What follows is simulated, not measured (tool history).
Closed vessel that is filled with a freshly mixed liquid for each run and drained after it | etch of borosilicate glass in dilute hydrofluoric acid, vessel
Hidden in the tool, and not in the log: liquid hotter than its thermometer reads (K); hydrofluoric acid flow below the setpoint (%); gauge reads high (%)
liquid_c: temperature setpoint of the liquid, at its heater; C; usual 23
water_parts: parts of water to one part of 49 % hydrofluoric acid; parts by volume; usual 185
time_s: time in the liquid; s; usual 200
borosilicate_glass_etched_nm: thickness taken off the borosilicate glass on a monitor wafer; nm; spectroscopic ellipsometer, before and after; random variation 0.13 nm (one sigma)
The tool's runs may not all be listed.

run	hour	liquid_c	water_parts	time_s	wafers since the last listed run	hours since the thermometer was replaced	hours since the hydrofluoric acid flow meter was replaced	hours since the gauge calibration	read-back film thickness of the borosilicate glass reference wafer, read on the same gauge (nm)	borosilicate_glass_etched_nm
1	0	23	185	200	0	2502.2	177.1	199.7	130.02	25.53
2	17.7	23	185	200	1213	2519.9	194.8	217.4	129.99	25.14
3	30.6	23	185	200	884	2532.8	207.7	230.3	130	25.49
4	46.5	23	185	200	1089	2548.7	223.6	246.2	130.02	25.06
5	54.5	23	185	200	548	2556.7	231.6	254.2	129.99	25.33
6	62.4	23	185	200	541	2564.6	239.5	262.1	130.01	25.45
7	79.9	23	185	200	1199	2582.1	257	279.6	130.01	25.44
8	92.6	23	185	200	870	2594.8	269.7	292.3	130	24.85
9	101	23	185	155	575	2603.2	278.1	300.7	129.98	19.46
10	108.1	20	135	240	486	2610.3	285.2	307.8	130	39.34
# hour 112.5: thermometer replaced
11	144	23	185	200	2392	31.5	321.1	343.7	130.01	22.69
12	195.6	20.5	185	200	3536	83.1	372.7	395.3	130	20.63
13	208.6	25	160	135	891	96.1	385.7	408.3	130.02	19.58
14	217.3	23	185	200	596	104.8	394.4	417	129.99	22.6
15	224.1	23	185	200	466	111.6	401.2	423.8	129.99	22.61
16	232.3	18	245	100	562	119.8	409.4	432	130	6.61
17	238.4	23	185	200	418	125.9	415.5	438.1	129.99	22.52
18	254.8	23	235	200	1124	142.3	431.9	454.5	130.01	16.76
19	269.4	23	185	200	1000	156.9	446.5	469.1	129.97	22.38
# hour 278.7: hydrofluoric acid flow meter replaced
20	284.1	23	140	165	938	171.6	5.4	483.8	129.96	27.12
# hour 284.6: gauge calibrated
21	292	23	185	200	541	179.5	13.3	7.4	130.01	23.68
22	308	21.5	160	120	1096	195.5	29.3	23.4	130.03	15.81
23	317.7	19.5	245	250	664	205.2	39	33.1	129.98	18.52
24	329.5	27	215	250	808	217	50.8	44.9	130.01	28.4
25	370.8	23	185	200	2830	258.3	92.1	86.2	130	23.37
26	379.1	23	210	200	568	266.6	100.4	94.5	130.01	20.26
27	389.9	23	185	200	740	277.4	111.2	105.3	130.02	23.33
28	398.9	23	185	310	616	286.4	120.2	114.3	129.96	36.36
29	408	18.5	260	135	623	295.5	129.3	123.4	129.98	8.81
30	422.4	18	245	100	986	309.9	143.7	137.8	129.99	6.89
31	437.8	21.5	215	300	1055	325.3	159.1	153.2	129.98	27.55
32	448.2	27.5	185	200	712	335.7	169.5	163.6	129.97	27.38
33	482.8	23	185	145	2371	370.3	204.1	198.2	130.01	16.88

4 ways to go on from here, each from the tool as it stands after run 33. What would each give?
A	483.5	23	185	200	47	371	204.8	198.9	?	?
B	483.5	24.5	185	265	47	371	204.8	198.9	?	?
C	483.5	23	265	200	47	371	204.8	198.9	?	?
D	483.5	19.5	155	115	47	371	204.8	198.9	?	?

run	read-back film thickness of the borosilicate glass reference wafer, read on the same gauge (nm)	borosilicate_glass_etched_nm
A	130.01	23.33
B	130.01	32.69
C	130.01	14.97
D	130.01	14.46
Without the tool's hidden state the same runs would have given:
run	borosilicate_glass_etched_nm
A	23.64
B	33.13
C	15.21
D	14.62

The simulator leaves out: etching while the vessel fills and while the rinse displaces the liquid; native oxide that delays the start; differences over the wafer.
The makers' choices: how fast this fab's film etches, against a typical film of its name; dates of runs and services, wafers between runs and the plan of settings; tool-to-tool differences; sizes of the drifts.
